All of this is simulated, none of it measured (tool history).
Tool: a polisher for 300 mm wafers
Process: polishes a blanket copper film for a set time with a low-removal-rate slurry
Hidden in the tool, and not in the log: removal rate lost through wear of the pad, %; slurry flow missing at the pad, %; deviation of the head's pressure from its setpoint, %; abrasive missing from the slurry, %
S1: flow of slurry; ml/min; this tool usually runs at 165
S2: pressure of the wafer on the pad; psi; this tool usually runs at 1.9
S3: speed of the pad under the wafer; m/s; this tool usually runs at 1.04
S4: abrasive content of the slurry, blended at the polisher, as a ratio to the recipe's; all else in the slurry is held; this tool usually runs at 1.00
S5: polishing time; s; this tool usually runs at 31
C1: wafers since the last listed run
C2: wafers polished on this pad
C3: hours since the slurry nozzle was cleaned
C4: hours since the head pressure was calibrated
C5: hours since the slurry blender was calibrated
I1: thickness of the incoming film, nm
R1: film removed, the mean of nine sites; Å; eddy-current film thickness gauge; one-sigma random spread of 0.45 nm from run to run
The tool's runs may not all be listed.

Run 1, hour 0.0: usual settings but S5 37 s; C1 0; C2 1592; C3 255.3; C4 438.5; C5 334.8; I1 1152.8. Result: R1 589 Å.
At hour 26.7: slurry blender recalibrated.
Run 2, hour 82.3: usual settings but S5 37 s; C1 842; C2 2434; C3 337.6; C4 520.8; C5 55.6; I1 1188.5. Result: R1 574 Å.
At hour 165.8: worn pad replaced by a new one.
Run 3, hour 173.4: usual settings; C1 914; C2 80; C3 428.7; C4 611.9; C5 146.7; I1 1181.9. Result: R1 476 Å.
Run 4, hour 222.1: usual settings; C1 511; C2 591; C3 477.4; C4 660.6; C5 195.4; I1 1187.9. Result: R1 469 Å.
At hour 357.4: slurry nozzle cleaned.
Run 5, hour 371.7: usual settings but S1 125 ml/min, S4 1.20; C1 1559; C2 2150; C3 14.3; C4 810.2; C5 345.0; I1 1161.1. Result: R1 455 Å.
At hour 378.0: slurry blender recalibrated.
Run 6, hour 414.9: usual settings but S1 125 ml/min, S4 1.20; C1 432; C2 2583; C3 57.5; C4 853.4; C5 36.9; I1 1183.7. Result: R1 454 Å.
Run 7, hour 514.2: usual settings but S1 125 ml/min, S4 1.20; C1 1042; C2 3625; C3 156.8; C4 952.7; C5 136.2; I1 1172.4. Result: R1 468 Å.
At hour 518.8: worn pad replaced by a new one.
Run 8, hour 594.4: usual settings but S2 1.6 psi; C1 799; C2 793; C3 237.0; C4 1032.9; C5 216.4; I1 1173.5. Result: R1 397 Å.
Run 9, hour 697.9: usual settings but S1 150 ml/min; C1 1086; C2 1879; C3 340.5; C4 1136.4; C5 319.9; I1 1182.3. Result: R1 461 Å.
At hour 785.0: slurry blender recalibrated.
Run 10, hour 791.3: usual settings but S4 1.15; C1 959; C2 2839; C3 433.9; C4 1229.8; C5 6.3; I1 1171.4. Result: R1 470 Å.
At hour 874.8: slurry nozzle cleaned.
At hour 877.0: head pressure recalibrated.
Run 11, hour 879.7: usual settings; C1 896; C2 3735; C3 4.9; C4 2.7; C5 94.7; I1 1178.4. Result: R1 522 Å.
At hour 901.8: worn pad replaced by a new one.
Run 12, hour 920.6: usual settings; C1 387; C2 197; C3 45.8; C4 43.6; C5 135.6; I1 1182.3. Result: R1 519 Å.
Run 13, hour 980.3: usual settings but S3 1.30 m/s, S4 1.30, S5 38 s; C1 626; C2 824; C3 105.5; C4 103.3; C5 195.3; I1 1176.9. Result: R1 830 Å.

Run 14 has not been measured yet. What should we expect?
Run 14, hour 1025.4: usual settings; C1 473; C2 1297; C3 150.6; C4 148.4; C5 240.4; I1 1183.1. Result: R1 ?.

Run 14 came out at R1 515 Å.
Were there no unlogged condition in the tool, this run, its random variation unchanged, would have produced R1 522 Å.
